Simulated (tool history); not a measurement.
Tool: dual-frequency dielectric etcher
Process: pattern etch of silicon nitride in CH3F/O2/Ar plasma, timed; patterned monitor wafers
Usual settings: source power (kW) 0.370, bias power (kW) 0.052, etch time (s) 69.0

run	hour	source power (kW)	bias power (kW)	etch time (s)	read-back reference wafer on the same gauge, depth_nm	mean etch depth across the wafer (nm)
1	0.0	0.370	0.056	69.0	40.80	49.55
# hour 119.9: gauge calibrated
# hour 219.4: wet clean of the chamber
2	219.9	0.330	0.043	69.0	40.75	46.05
3	228.5	0.330	0.043	69.0	40.84	45.98
4	294.7	0.330	0.043	69.0	40.79	45.58
5	342.7	0.370	0.052	53.5	40.82	37.55
6	388.5	0.370	0.052	53.5	40.85	37.14
# hour 423.8: bias power generator calibrated
7	456.1	0.370	0.052	69.0	40.85	47.69
# hour 483.7: source power generator calibrated
8	504.0	0.370	0.052	69.0	40.76	47.54
# hour 534.1: upper electrode replaced
9	537.8	0.330	0.043	69.0	40.89	44.38
10	585.6	0.370	0.052	88.5	40.72	59.30
# hour 648.2: wet clean of the chamber
11	648.7	0.370	0.060	69.0	40.83	50.99
# hour 663.9: gauge calibrated
12	701.6	0.370	0.052	69.0	40.65	48.97
13	744.9	0.370	0.058	69.0	40.73	50.14
14	772.1	0.400	0.052	69.0	40.79	48.87
15	822.0	0.370	0.052	69.0	40.85	47.80

The next listed run, before its measurement:
16	857.4	0.370	0.061	78.5	?	?

Run 16 gave read-back reference wafer on the same gauge, depth_nm 40.66, mean etch depth across the wafer (nm) 56.04.
Without the tool's hidden state the same run would have given mean etch depth across the wafer (nm) 57.99.

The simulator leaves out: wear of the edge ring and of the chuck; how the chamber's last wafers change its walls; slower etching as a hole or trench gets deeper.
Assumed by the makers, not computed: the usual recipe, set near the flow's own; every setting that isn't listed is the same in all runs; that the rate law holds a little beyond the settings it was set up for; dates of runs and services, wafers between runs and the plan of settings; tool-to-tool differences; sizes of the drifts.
